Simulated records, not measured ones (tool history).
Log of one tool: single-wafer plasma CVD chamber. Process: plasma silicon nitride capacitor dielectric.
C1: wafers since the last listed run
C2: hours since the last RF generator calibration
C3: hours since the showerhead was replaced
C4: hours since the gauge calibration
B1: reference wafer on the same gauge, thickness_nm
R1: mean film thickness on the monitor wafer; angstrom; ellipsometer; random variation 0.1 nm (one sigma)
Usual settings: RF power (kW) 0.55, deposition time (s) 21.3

Run 1, hour 0: usual settings; C1 0; C2 1033.4; C3 3484.2; C4 403.8; B1 31.71. Result: R1 331.34 angstrom.
Run 2, hour 35.6: usual settings; C1 791; C2 1069; C3 3519.8; C4 439.4; B1 31.74. Result: R1 330.57 angstrom.
Run 3, hour 62.9: usual settings but deposition time (s) 19.5; C1 607; C2 1096.3; C3 3547.1; C4 466.7; B1 31.77. Result: R1 303.28 angstrom.
Run 4, hour 86.8: usual settings but RF power (kW) 0.64, deposition time (s) 22.6; C1 531; C2 1120.2; C3 3571; C4 490.6; B1 31.738. Result: R1 360.78 angstrom.
Run 5, hour 115.9: usual settings but RF power (kW) 0.64, deposition time (s) 22.6; C1 647; C2 1149.3; C3 3600.1; C4 519.7; B1 31.812. Result: R1 361.06 angstrom.
Run 6, hour 139.1: usual settings; C1 516; C2 1172.5; C3 3623.3; C4 542.9; B1 31.83. Result: R1 332.74 angstrom.
Run 7, hour 194.1: usual settings; C1 1223; C2 1227.5; C3 3678.3; C4 597.9; B1 31.848. Result: R1 330.97 angstrom.
Run 8, hour 207.8: usual settings; C1 304; C2 1241.2; C3 3692; C4 611.6; B1 31.85. Result: R1 331.97 angstrom.
Run 9, hour 229: usual settings but RF power (kW) 0.61; C1 471; C2 1262.4; C3 3713.2; C4 632.8; B1 31.888. Result: R1 340.71 angstrom.
Run 10, hour 242.6: usual settings but RF power (kW) 0.61; C1 302; C2 1276; C3 3726.8; C4 646.4; B1 31.941. Result: R1 339.86 angstrom.
Run 11, hour 276.2: usual settings but RF power (kW) 0.61; C1 747; C2 1309.6; C3 3760.4; C4 680; B1 31.922. Result: R1 338.54 angstrom.
Run 12, hour 304.7: usual settings but RF power (kW) 0.635, deposition time (s) 23.2; C1 633; C2 1338.1; C3 3788.9; C4 708.5; B1 31.994. Result: R1 373.75 angstrom.
Run 13, hour 335.5: usual settings but RF power (kW) 0.635, deposition time (s) 23.2; C1 685; C2 1368.9; C3 3819.7; C4 739.3; B1 32.014. Result: R1 372.56 angstrom.
Run 14, hour 354.7: usual settings but RF power (kW) 0.605; C1 427; C2 1388.1; C3 3838.9; C4 758.5; B1 32.049. Result: R1 338.47 angstrom.
Run 15, hour 382.9: usual settings but RF power (kW) 0.605; C1 627; C2 1416.3; C3 3867.1; C4 786.7; B1 32.133. Result: R1 340.09 angstrom.
Run 16, hour 417.2: usual settings; C1 762; C2 1450.6; C3 3901.4; C4 821; B1 32.095. Result: R1 334.62 angstrom.
Run 17, hour 448.8: usual settings but RF power (kW) 0.635; C1 702; C2 1482.2; C3 3933; C4 852.6; B1 32.174. Result: R1 345.22 angstrom.
Run 18, hour 548.1: usual settings but RF power (kW) 0.635; C1 2208; C2 1581.5; C3 4032.3; C4 951.9; B1 32.343. Result: R1 345.93 angstrom.
At hour 560.7: RF generator calibrated.
Run 19, hour 575.2: usual settings; C1 424; C2 14.5; C3 4059.4; C4 979; B1 32.451. Result: R1 338.94 angstrom.
Run 20, hour 595.7: usual settings but RF power (kW) 0.455, deposition time (s) 25.3; C1 455; C2 35; C3 4079.9; C4 999.5; B1 32.473. Result: R1 390.84 angstrom.
Run 21, hour 624.7: usual settings; C1 645; C2 64; C3 4108.9; C4 1028.5; B1 32.46. Result: R1 340.14 angstrom.
Run 22, hour 643.1: usual settings but RF power (kW) 0.455, deposition time (s) 22.8; C1 409; C2 82.4; C3 4127.3; C4 1046.9; B1 32.468. Result: R1 352.23 angstrom.
Run 23, hour 666.2: usual settings; C1 513; C2 105.5; C3 4150.4; C4 1070; B1 32.612. Result: R1 339.9 angstrom.
Run 24, hour 690.3: usual settings but deposition time (s) 19.5; C1 536; C2 129.6; C3 4174.5; C4 1094.1; B1 32.691. Result: R1 311.38 angstrom.
Run 25, hour 715.2: usual settings but RF power (kW) 0.65, deposition time (s) 22.9; C1 553; C2 154.5; C3 4199.4; C4 1119; B1 32.644. Result: R1 377.61 angstrom.
At hour 727.6: gauge calibrated.
Run 26, hour 732.4: usual settings; C1 382; C2 171.7; C3 4216.6; C4 4.8; B1 31.675. Result: R1 328.81 angstrom.
Run 27, hour 752.2: usual settings but RF power (kW) 0.51, deposition time (s) 18.2; C1 440; C2 191.5; C3 4236.4; C4 24.6; B1 31.639. Result: R1 279.24 angstrom.
Run 28, hour 785.2: usual settings but deposition time (s) 18.1; C1 734; C2 224.5; C3 4269.4; C4 57.6; B1 31.619. Result: R1 281.29 angstrom.
At hour 811.1: showerhead replaced.
Run 29, hour 811.6: usual settings but RF power (kW) 0.495, deposition time (s) 18.1; C1 409; C2 250.9; C3 0.5; C4 84; B1 31.606. Result: R1 276.68 angstrom.
Run 30, hour 828.5: usual settings but deposition time (s) 23.8; C1 375; C2 267.8; C3 17.4; C4 100.9; B1 31.645. Result: R1 371.56 angstrom.
Run 31, hour 841.3: usual settings but deposition time (s) 17.6; C1 284; C2 280.6; C3 30.2; C4 113.7; B1 31.671. Result: R1 273.15 angstrom.
Run 32, hour 864.7: usual settings; C1 520; C2 304; C3 53.6; C4 137.1; B1 31.642. Result: R1 331.27 angstrom.
Run 33, hour 887.3: usual settings but deposition time (s) 22.5; C1 502; C2 326.6; C3 76.2; C4 159.7; B1 31.684. Result: R1 346.49 angstrom.
Run 34, hour 904.2: usual settings but RF power (kW) 0.51, deposition time (s) 22.8; C1 375; C2 343.5; C3 93.1; C4 176.6; B1 31.688. Result: R1 348.31 angstrom.
Run 35, hour 939.3: usual settings but RF power (kW) 0.455; C1 780; C2 378.6; C3 128.2; C4 211.7; B1 31.676. Result: R1 318.67 angstrom.
Run 36, hour 1015: usual settings but RF power (kW) 0.6, deposition time (s) 23.5; C1 1683; C2 454.3; C3 203.9; C4 287.4; B1 31.707. Result: R1 370.44 angstrom.

Hidden state or all else? Some run-to-run changes of R1, split into what the settings, what came in and random variation would give without the hidden state, and what is left for the hidden state (with any gauge scatter that isn't in both results):
The hidden state here: delivered RF power above the setpoint (%); gauge reads high (%).
Run 17 -> 18: no setting changed, nothing entered. R1 +0.71 angstrom: hidden state +1.71, all else -1.
Run 24 -> 25: RF power (kW) 0.55 -> 0.65, deposition time (s) 19.5 -> 22.9. R1 +66.23 angstrom: hidden state +2.42, all else +63.81.
Run 25 -> 26: RF power (kW) 0.65 -> 0.55, deposition time (s) 22.9 -> 21.3, gauge calibrated. R1 -48.8 angstrom: hidden state -11.77, all else -37.03.
Run 29 -> 30: RF power (kW) 0.495 -> 0.55, deposition time (s) 18.1 -> 23.8. R1 +94.88 angstrom: hidden state -0.13, all else +95.01.
Run 30 -> 31: deposition time (s) 23.8 -> 17.6. R1 -98.41 angstrom: hidden state +0.18, all else -98.59.
